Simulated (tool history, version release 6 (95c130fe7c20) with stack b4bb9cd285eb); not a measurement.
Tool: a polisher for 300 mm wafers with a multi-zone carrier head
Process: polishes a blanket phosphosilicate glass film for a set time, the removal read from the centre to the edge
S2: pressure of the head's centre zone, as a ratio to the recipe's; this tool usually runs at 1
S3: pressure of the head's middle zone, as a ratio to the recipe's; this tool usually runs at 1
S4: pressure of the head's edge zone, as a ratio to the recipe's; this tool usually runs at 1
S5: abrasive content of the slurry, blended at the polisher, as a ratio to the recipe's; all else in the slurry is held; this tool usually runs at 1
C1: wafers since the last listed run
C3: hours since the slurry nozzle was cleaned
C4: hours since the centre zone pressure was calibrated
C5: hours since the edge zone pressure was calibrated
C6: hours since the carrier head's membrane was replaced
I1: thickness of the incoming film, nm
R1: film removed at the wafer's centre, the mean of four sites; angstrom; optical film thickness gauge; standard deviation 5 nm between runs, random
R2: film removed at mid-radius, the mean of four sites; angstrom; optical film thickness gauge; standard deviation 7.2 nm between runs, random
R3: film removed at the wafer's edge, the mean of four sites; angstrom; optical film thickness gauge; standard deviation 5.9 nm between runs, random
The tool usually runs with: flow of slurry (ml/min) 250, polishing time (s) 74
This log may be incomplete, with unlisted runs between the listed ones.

run 1 day=0 | flow_of_slurry_(ml/min)=250 S2=1 S3=1 S4=1 S5=1 polishing_time_(s)=74 | C1=0 wafers_polished_on_this_pad=2808 C3=540.6 C4=207.7 C5=924.4 C6=68 | I1=4429.6 | R1=5149 R2=5269 R3=5242
run 2 day=0.875 | flow_of_slurry_(ml/min)=215 S2=1.04 S3=1.06 S4=1 S5=1 polishing_time_(s)=56 | C1=291 wafers_polished_on_this_pad=3099 C3=561.6 C4=228.7 C5=945.4 C6=89 | I1=4380.1 | R1=3921 R2=4018 R3=3800
-- day=1.358 worn pad replaced by a new one
run 3 day=2.346 | flow_of_slurry_(ml/min)=250 S2=1 S3=1 S4=1 S5=1 polishing_time_(s)=74 | C1=434 wafers_polished_on_this_pad=329 C3=596.9 C4=264 C5=980.7 C6=124.3 | I1=4457.5 | R1=5485 R2=5643 R3=5515
-- day=2.917 slurry nozzle cleaned
run 4 day=3.333 | flow_of_slurry_(ml/min)=195 S2=1 S3=0.89 S4=0.94 S5=1 polishing_time_(s)=96 | C1=314 wafers_polished_on_this_pad=644 C3=10 C4=287.7 C5=1004.4 C6=148 | I1=4442.3 | R1=6708 R2=6229 R3=6690
run 5 day=4.154 | flow_of_slurry_(ml/min)=250 S2=1 S3=1 S4=1 S5=1 polishing_time_(s)=74 | C1=273 wafers_polished_on_this_pad=917 C3=29.7 C4=307.4 C5=1024.1 C6=167.7 | I1=4373.4 | R1=5412 R2=5567 R3=5433
run 6 day=5.592 | flow_of_slurry_(ml/min)=250 S2=1 S3=1 S4=1.03 S5=1 polishing_time_(s)=61 | C1=478 wafers_polished_on_this_pad=1396 C3=64.2 C4=341.9 C5=1058.6 C6=202.2 | I1=4381.1 | R1=4411 R2=4531 R3=4451
run 7 day=6.729 | flow_of_slurry_(ml/min)=250 S2=1 S3=1 S4=1 S5=0.75 polishing_time_(s)=62 | C1=378 wafers_polished_on_this_pad=1774 C3=91.5 C4=369.2 C5=1085.9 C6=229.5 | I1=4408.5 | R1=3303 R2=3401 R3=3365
-- day=7.946 edge zone pressure recalibrated
run 8 day=7.967 | flow_of_slurry_(ml/min)=335 S2=1 S3=1.04 S4=1.08 S5=1 polishing_time_(s)=74 | C1=384 wafers_polished_on_this_pad=2159 C3=121.2 C4=398.9 C5=0.5 C6=259.2 | I1=4370.2 | R1=5445 R2=5691 R3=5631
run 9 day=10.708 | flow_of_slurry_(ml/min)=250 S2=1 S3=1 S4=1 S5=0.8 polishing_time_(s)=74 | C1=912 wafers_polished_on_this_pad=3071 C3=187 C4=464.7 C5=66.3 C6=325 | I1=4363 | R1=4169 R2=4257 R3=4169
-- day=11.117 worn pad replaced by a new one
run 10 day=11.225 | flow_of_slurry_(ml/min)=180 S2=0.95 S3=1.1 S4=1.11 S5=1 polishing_time_(s)=74 | C1=116 wafers_polished_on_this_pad=36 C3=199.4 C4=477.1 C5=78.7 C6=337.4 | I1=4482.9 | R1=5143 R2=5768 R3=5740
run 11 day=11.729 | flow_of_slurry_(ml/min)=200 S2=1 S3=1 S4=1 S5=0.8 polishing_time_(s)=74 | C1=167 wafers_polished_on_this_pad=203 C3=211.5 C4=489.2 C5=90.8 C6=349.5 | I1=4364 | R1=4398 R2=4441 R3=4411
run 12 day=12.675 | flow_of_slurry_(ml/min)=315 S2=1 S3=1 S4=1.03 S5=1 polishing_time_(s)=61 | C1=314 wafers_polished_on_this_pad=518 C3=234.2 C4=511.9 C5=113.5 C6=372.2 | I1=4362.5 | R1=4739 R2=4686 R3=4684
run 13 day=14.033 | flow_of_slurry_(ml/min)=290 S2=1 S3=1 S4=0.96 S5=1 polishing_time_(s)=92 | C1=452 wafers_polished_on_this_pad=971 C3=266.8 C4=544.5 C5=146.1 C6=404.8 | I1=4426.9 | R1=6912 R2=7151 R3=6877
run 14 day=15.267 | flow_of_slurry_(ml/min)=250 S2=1 S3=1 S4=1 S5=0.75 polishing_time_(s)=62 | C1=410 wafers_polished_on_this_pad=1381 C3=296.4 C4=574.1 C5=175.7 C6=434.4 | I1=4444.7 | R1=3415 R2=3427 R3=3457
run 15 day=16.546 | flow_of_slurry_(ml/min)=250 S2=1 S3=1.07 S4=1 S5=1 polishing_time_(s)=74 | C1=425 wafers_polished_on_this_pad=1807 C3=327.1 C4=604.8 C5=206.4 C6=465.1 | I1=4449.1 | R1=5272 R2=5853 R3=5361
run 16 day=17.758 | flow_of_slurry_(ml/min)=215 S2=1.09 S3=1 S4=1 S5=1 polishing_time_(s)=67 | C1=403 wafers_polished_on_this_pad=2211 C3=356.2 C4=633.9 C5=235.5 C6=494.2 | I1=4499.3 | R1=4992 R2=4775 R3=4713
run 17 day=19.158 | flow_of_slurry_(ml/min)=250 S2=1 S3=1 S4=0.94 S5=1 polishing_time_(s)=74 | C1=466 wafers_polished_on_this_pad=2677 C3=389.8 C4=667.5 C5=269.1 C6=527.8 | I1=4356.7 | R1=5233 R2=5386 R3=5043
run 18 day=19.708 | flow_of_slurry_(ml/min)=250 S2=1 S3=1 S4=1 S5=1 polishing_time_(s)=74 | C1=183 wafers_polished_on_this_pad=2860 C3=403 C4=680.7 C5=282.3 C6=541 | I1=4434.9 | R1=5285 R2=5184 R3=5248
-- day=21.062 worn pad replaced by a new one
run 19 day=21.083 | flow_of_slurry_(ml/min)=335 S2=1 S3=1.11 S4=1.04 S5=1 polishing_time_(s)=74 | C1=402 wafers_polished_on_this_pad=6 C3=436 C4=713.7 C5=315.3 C6=574 | I1=4479.4 | R1=5830 R2=6439 R3=5857
run 20 day=21.879 | flow_of_slurry_(ml/min)=310 S2=1 S3=1 S4=1 S5=0.85 polishing_time_(s)=64 | C1=264 wafers_polished_on_this_pad=271 C3=455.1 C4=732.8 C5=334.4 C6=593.1 | I1=4368 | R1=4289 R2=4394 R3=4239
run 21 day=22.658 | flow_of_slurry_(ml/min)=250 S2=1 S3=1.09 S4=0.94 S5=1 polishing_time_(s)=74 | C1=259 wafers_polished_on_this_pad=531 C3=473.8 C4=751.5 C5=353.1 C6=611.8 | I1=4436.3 | R1=5550 R2=5950 R3=5386
run 22 day=23.85 | flow_of_slurry_(ml/min)=250 S2=1 S3=1.07 S4=0.95 S5=0.7 polishing_time_(s)=54 | C1=396 wafers_polished_on_this_pad=927 C3=502.4 C4=780.1 C5=381.7 C6=640.4 | I1=4468.9 | R1=2782 R2=2918 R3=2657
run 23 day=25.233 | flow_of_slurry_(ml/min)=250 S2=1 S3=1 S4=1 S5=1 polishing_time_(s)=74 | C1=460 wafers_polished_on_this_pad=1388 C3=535.6 C4=813.3 C5=414.9 C6=673.6 | I1=4345.1 | R1=5604 R2=5364 R3=5404

What if the next run were any one of these 3? Each begins from the tool's condition after run 23:
run A day=25.25 | flow_of_slurry_(ml/min)=250 S2=1 S3=1 S4=1 S5=1 polishing_time_(s)=74 | C1=5 wafers_polished_on_this_pad=1393 C3=536 C4=813.7 C5=415.3 C6=674 | I1=4474.3 | R1=? R2=? R3=?
run B day=25.25 | flow_of_slurry_(ml/min)=215 S2=1 S3=1 S4=1 S5=1 polishing_time_(s)=74 | C1=5 wafers_polished_on_this_pad=1393 C3=536 C4=813.7 C5=415.3 C6=674 | I1=4474.3 | R1=? R2=? R3=?
run C day=25.25 | flow_of_slurry_(ml/min)=250 S2=1 S3=1 S4=1 S5=1 polishing_time_(s)=81 | C1=5 wafers_polished_on_this_pad=1393 C3=536 C4=813.7 C5=415.3 C6=674 | I1=4474.3 | R1=? R2=? R3=?

run=A R1=5521 R2=5551 R3=5525
run=B R1=5392 R2=5434 R3=5437
run=C R1=6043 R2=6077 R3=6047
Take away the tool's hidden state, keep each run's random variation, and the runs would have read:
run=A R1=5572 R2=5753 R3=5724
run=B R1=5442 R2=5631 R3=5633
run=C R1=6099 R2=6297 R3=6266
